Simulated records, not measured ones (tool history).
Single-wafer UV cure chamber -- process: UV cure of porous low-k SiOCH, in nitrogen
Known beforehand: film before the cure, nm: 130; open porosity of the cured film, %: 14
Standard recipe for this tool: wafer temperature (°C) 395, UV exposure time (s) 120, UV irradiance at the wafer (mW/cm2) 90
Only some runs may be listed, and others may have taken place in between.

run,hour,wafer temperature (°C),UV exposure time (s),UV irradiance at the wafer (mW/cm2),wafers since the last listed run,hours since the UV bulbs were replaced,wafers since the quartz window was cleaned,loss of film thickness in the cure (%)
1,0.0,395,120,90,0,451.1,3419,7.557
# hour 17.4: quartz window cleaned
2,26.3,395,175,90,143,477.4,69,9.232
3,50.6,395,175,90,190,501.7,260,9.407
4,68.0,395,175,90,136,519.1,396,9.498
5,81.5,395,140,90,105,532.6,502,8.420
6,98.3,399,120,69,131,549.4,633,6.860
7,114.7,395,120,90,128,565.8,761,7.864
8,141.7,395,120,90,211,592.8,973,7.937
9,154.6,395,120,72,100,605.7,1074,6.808
10,187.6,395,120,72,258,638.7,1332,6.882
11,202.2,395,120,72,114,653.3,1446,6.820
12,266.2,395,75,76,500,717.3,1947,5.128
13,282.3,395,120,90,126,733.4,2073,7.516
14,308.2,395,120,90,202,759.3,2276,7.463
15,327.5,395,120,114,151,778.6,2427,8.355
16,347.6,395,120,114,157,798.7,2584,8.253
17,360.7,395,90,90,102,811.8,2687,6.354
18,389.3,395,90,90,223,840.4,2911,6.169
19,410.2,395,90,90,163,861.3,3074,6.252
# hour 424.2: UV bulbs replaced
# hour 429.6: quartz window cleaned
20,443.9,395,120,90,158,19.7,111,8.028
21,457.7,395,120,90,108,33.5,219,7.990
22,475.8,395,120,90,141,51.6,361,8.059
23,498.9,395,120,59,180,74.7,542,6.385
24,521.2,411,65,68,174,97.0,716,4.978
25,541.5,395,120,90,158,117.3,875,7.929
26,617.4,399,120,69,594,193.2,1469,6.859
27,630.0,395,120,57,98,205.8,1568,6.124
28,645.7,395,60,111,122,221.5,1691,5.957
29,699.2,386,180,60,418,275.0,2110,7.475
30,714.8,410,120,90,122,290.6,2232,7.821
31,736.3,411,70,67,168,312.1,2400,4.909
32,748.5,402,65,90,95,324.3,2495,5.372
33,767.9,395,120,90,151,343.7,2647,7.526
34,802.1,406,70,129,267,377.9,2915,6.920

Run 35, settings as shown, results not yet in. Your forecast:
35,817.8,383,120,58,122,393.6,3038,?

Run 35 measured loss of film thickness in the cure (%) 5.625.
On a tool with no hidden condition, and with the same random variation, this run would have come out at loss of film thickness in the cure (%) 6.271.
